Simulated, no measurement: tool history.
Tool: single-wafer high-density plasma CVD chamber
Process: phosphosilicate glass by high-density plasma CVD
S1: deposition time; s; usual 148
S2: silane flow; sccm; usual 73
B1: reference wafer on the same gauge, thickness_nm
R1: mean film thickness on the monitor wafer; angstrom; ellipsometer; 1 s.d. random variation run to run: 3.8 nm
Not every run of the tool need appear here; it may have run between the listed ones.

run 1 hour=0.0 | S1=148 S2=73 | B1=1119.501 | R1=11122.37
run 2 hour=13.3 | S1=148 S2=73 | B1=1120.015 | R1=11148.32
run 3 hour=27.6 | S1=148 S2=73 | B1=1119.633 | R1=11138.91
run 4 hour=35.5 | S1=148 S2=73 | B1=1120.354 | R1=11123.14
run 5 hour=43.7 | S1=148 S2=73 | B1=1120.256 | R1=11051.82
run 6 hour=77.8 | S1=160 S2=73 | B1=1120.293 | R1=12035.49
run 7 hour=86.8 | S1=160 S2=73 | B1=1118.400 | R1=12040.07
run 8 hour=100.8 | S1=160 S2=73 | B1=1121.549 | R1=12086.94
run 9 hour=108.2 | S1=166 S2=83 | B1=1119.837 | R1=14106.80
run 10 hour=117.1 | S1=131 S2=73 | B1=1120.774 | R1=9878.78
run 11 hour=133.0 | S1=131 S2=73 | B1=1120.134 | R1=9902.59
run 12 hour=145.6 | S1=168 S2=64 | B1=1119.600 | R1=11296.95
run 13 hour=158.9 | S1=168 S2=64 | B1=1119.455 | R1=11314.77
run 14 hour=168.3 | S1=148 S2=73 | B1=1120.310 | R1=11181.86
run 15 hour=181.9 | S1=148 S2=73 | B1=1119.092 | R1=11201.17
run 16 hour=193.9 | S1=148 S2=73 | B1=1122.019 | R1=11223.10
run 17 hour=202.0 | S1=148 S2=73 | B1=1119.542 | R1=11173.98
run 18 hour=216.1 | S1=148 S2=73 | B1=1119.741 | R1=11222.12
-- hour=245.9 silane flow controller replaced
run 19 hour=261.9 | S1=148 S2=73 | B1=1120.243 | R1=10677.33
run 20 hour=272.0 | S1=148 S2=73 | B1=1120.710 | R1=10673.10
run 21 hour=285.0 | S1=148 S2=73 | B1=1119.042 | R1=10614.61
run 22 hour=292.2 | S1=170 S2=78 | B1=1121.450 | R1=13007.52
run 23 hour=299.9 | S1=124 S2=63 | B1=1119.707 | R1=7861.80
run 24 hour=310.1 | S1=171 S2=87 | B1=1119.981 | R1=14468.73
run 25 hour=327.9 | S1=125 S2=59 | B1=1120.610 | R1=7432.53
run 26 hour=341.2 | S1=173 S2=82 | B1=1120.808 | R1=13888.94
run 27 hour=357.5 | S1=138 S2=58 | B1=1119.874 | R1=8075.52
run 28 hour=368.2 | S1=127 S2=59 | B1=1120.309 | R1=7584.67
-- hour=369.5 gauge calibrated
run 29 hour=376.2 | S1=148 S2=77 | B1=1120.000 | R1=11213.05
run 30 hour=390.5 | S1=177 S2=86 | B1=1120.226 | R1=14834.18
run 31 hour=396.8 | S1=162 S2=63 | B1=1121.569 | R1=10290.49
run 32 hour=409.5 | S1=125 S2=85 | B1=1121.550 | R1=10351.15
run 33 hour=417.4 | S1=162 S2=73 | B1=1119.372 | R1=11751.24
run 34 hour=434.2 | S1=120 S2=87 | B1=1119.377 | R1=10110.24
run 35 hour=444.3 | S1=148 S2=73 | B1=1119.167 | R1=10653.94
run 36 hour=462.0 | S1=148 S2=73 | B1=1119.213 | R1=10747.75
run 37 hour=473.7 | S1=124 S2=62 | B1=1119.117 | R1=7699.42
run 38 hour=489.4 | S1=148 S2=73 | B1=1118.755 | R1=10712.51
run 39 hour=506.6 | S1=123 S2=88 | B1=1119.610 | R1=10578.77
run 40 hour=515.0 | S1=162 S2=77 | B1=1119.943 | R1=12379.65
run 41 hour=531.6 | S1=128 S2=81 | B1=1121.528 | R1=10204.67

Run 42 has not been measured yet. What should we expect?
run 42 hour=540.8 | S1=121 S2=79 | B1=? | R1=?

Run 42 produced B1 1120.278, R1 9378.45 angstrom.
Without the tool's hidden state the same run would have given R1 9276.80 angstrom.
